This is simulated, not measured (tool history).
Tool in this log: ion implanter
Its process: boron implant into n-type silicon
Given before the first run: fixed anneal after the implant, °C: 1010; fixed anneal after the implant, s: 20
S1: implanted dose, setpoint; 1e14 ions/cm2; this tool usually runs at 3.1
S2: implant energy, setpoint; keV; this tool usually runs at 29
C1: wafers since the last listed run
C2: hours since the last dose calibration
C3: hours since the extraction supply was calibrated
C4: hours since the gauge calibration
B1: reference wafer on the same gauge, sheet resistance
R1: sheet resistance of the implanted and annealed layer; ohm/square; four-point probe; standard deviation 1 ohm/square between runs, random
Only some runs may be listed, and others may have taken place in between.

run 1 hour=0 | S1=3.1 S2=29 | C1=0 C2=1239.2 C3=1570.9 C4=101.9 | B1=371.77 | R1=333.47
run 2 hour=32.8 | S1=3.1 S2=29 | C1=951 C2=1272 C3=1603.7 C4=134.7 | B1=372.74 | R1=334.73
run 3 hour=75.1 | S1=3.1 S2=29 | C1=1226 C2=1314.3 C3=1646 C4=177 | B1=372.18 | R1=334.72
run 4 hour=101.7 | S1=3.44 S2=29 | C1=771 C2=1340.9 C3=1672.6 C4=203.6 | B1=372.02 | R1=307.91
run 5 hour=126.8 | S1=3.44 S2=29 | C1=727 C2=1366 C3=1697.7 C4=228.7 | B1=372.28 | R1=306.09
run 6 hour=169.9 | S1=3.44 S2=29 | C1=1250 C2=1409.1 C3=1740.8 C4=271.8 | B1=372.37 | R1=307.75
run 7 hour=220.3 | S1=2.82 S2=26.5 | C1=1461 C2=1459.5 C3=1791.2 C4=322.2 | B1=371.41 | R1=363.01
-- hour=232.5 extraction supply calibrated
run 8 hour=278.9 | S1=2.82 S2=26.5 | C1=1467 C2=1518.1 C3=46.4 C4=380.8 | B1=371.82 | R1=363.34
-- hour=323.5 Faraday cup replaced and dose calibrated
run 9 hour=324 | S1=2.81 S2=29 | C1=1076 C2=0.5 C3=91.5 C4=425.9 | B1=371.94 | R1=360.66
run 10 hour=347.5 | S1=3.35 S2=19.5 | C1=681 C2=24 C3=115 C4=449.4 | B1=372.17 | R1=326.16
run 11 hour=378.6 | S1=3.1 S2=29 | C1=901 C2=55.1 C3=146.1 C4=480.5 | B1=371.67 | R1=332.32
run 12 hour=413.5 | S1=4.02 S2=26.5 | C1=1012 C2=90 C3=181 C4=515.4 | B1=372.19 | R1=272.87
run 13 hour=443.1 | S1=2.27 S2=20 | C1=858 C2=119.6 C3=210.6 C4=545 | B1=372.15 | R1=445.71
run 14 hour=515 | S1=2.33 S2=37.5 | C1=2085 C2=191.5 C3=282.5 C4=616.9 | B1=372.12 | R1=406.35
-- hour=533.5 gauge calibrated
run 15 hour=699.2 | S1=2.62 S2=26 | C1=5342 C2=375.7 C3=466.7 C4=165.7 | B1=371.83 | R1=387.24
run 16 hour=749.4 | S1=3.1 S2=29 | C1=1455 C2=425.9 C3=516.9 C4=215.9 | B1=372.13 | R1=335.8

What if the next run were any one of these 5? Each begins from the tool's condition after run 16:
run A hour=749.8 | S1=3.1 S2=19 | C1=11 C2=426.3 C3=517.3 C4=216.3 | B1=? | R1=?
run B hour=749.8 | S1=3.76 S2=26 | C1=11 C2=426.3 C3=517.3 C4=216.3 | B1=? | R1=?
run C hour=749.8 | S1=3.1 S2=20 | C1=11 C2=426.3 C3=517.3 C4=216.3 | B1=? | R1=?
run D hour=749.8 | S1=3.66 S2=26 | C1=11 C2=426.3 C3=517.3 C4=216.3 | B1=? | R1=?
run E hour=749.8 | S1=4 S2=33 | C1=11 C2=426.3 C3=517.3 C4=216.3 | B1=? | R1=?

run=A B1=372.47 R1=348.36
run=B B1=372.47 R1=289.2
run=C B1=372.47 R1=346.51
run=D B1=372.47 R1=295.51
run=E B1=372.47 R1=268.46
With the hidden condition removed and each run's random variation left untouched, the same runs would have given:
run=A R1=348.36
run=B R1=289.2
run=C R1=346.51
run=D R1=295.51
run=E R1=268.46

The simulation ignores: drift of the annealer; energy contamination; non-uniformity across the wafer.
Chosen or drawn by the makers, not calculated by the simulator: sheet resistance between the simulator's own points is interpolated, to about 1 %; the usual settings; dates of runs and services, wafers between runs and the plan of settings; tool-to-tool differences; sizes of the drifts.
